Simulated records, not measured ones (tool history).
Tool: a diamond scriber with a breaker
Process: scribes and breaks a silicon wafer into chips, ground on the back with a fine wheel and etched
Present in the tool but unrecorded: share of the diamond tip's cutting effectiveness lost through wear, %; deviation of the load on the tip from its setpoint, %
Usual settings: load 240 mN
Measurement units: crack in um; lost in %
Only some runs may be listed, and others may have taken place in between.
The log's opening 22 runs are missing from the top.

run	hour	load	wafers since the last listed run	hours since the diamond tip was replaced	hours since the load on the tip was calibrated	incoming depth of the damage left on the back of the incoming wafer, um	crack	lost
23	1241.6	283	161	96.2	332.3	0.39	17.40	19.90
24	1298.8	265	156	153.4	389.5	0.49	16.44	11.79
25	1363.4	214	176	218.0	454.1	0.53	13.61	2.22
26	1434.7	240	194	289.3	525.4	0.30	14.79	3.17
27	1491.2	275	154	345.8	581.9	0.44	16.71	13.36
28	1532.3	312	112	386.9	623.0	0.67	18.05	28.20
29	1559.9	240	75	414.5	650.6	0.72	14.56	2.53
# hour 1572.3: load on the tip recalibrated
30	1588.8	202	73	443.4	16.5	0.53	10.81	22.63
31	1618.9	240	82	473.5	46.6	0.33	13.10	3.47
32	1658.5	172	108	513.1	86.2	0.52	9.63	44.86
33	1696.5	211	103	551.1	124.2	0.43	11.71	11.98
# hour 1719.9: diamond tip replaced by a new one
34	1728.5	168	81	8.6	156.2	0.64	10.32	31.73
35	1783.4	221	149	63.5	211.1	0.34	13.78	1.89
36	1833.7	197	137	113.8	261.4	0.75	12.15	8.50
37	1881.4	240	130	161.5	309.1	0.47	14.77	2.77
38	1950.1	267	187	230.2	377.8	0.45	16.01	9.00
39	2069.6	201	326	349.7	497.3	0.53	12.15	8.22
40	2123.1	240	146	403.2	550.8	0.71	14.20	1.99
41	2164.8	295	113	444.9	592.5	0.66	17.26	17.65
42	2287.0	174	333	567.1	714.7	0.33	10.32	33.64

Alternative continuations, all from the tool just after run 42; predict every row:
A	2287.6	263	1	567.7	715.3	0.77	?	?
B	2287.6	188	1	567.7	715.3	0.77	?	?
C	2287.6	292	1	567.7	715.3	0.77	?	?

run	crack	lost
A	15.34	4.30
B	11.22	19.04
C	16.78	12.47
Take away the tool's hidden state, keep each run's random variation, and the runs would have read:
run	crack	lost
A	15.27	4.04
B	11.18	19.62
C	16.71	11.99
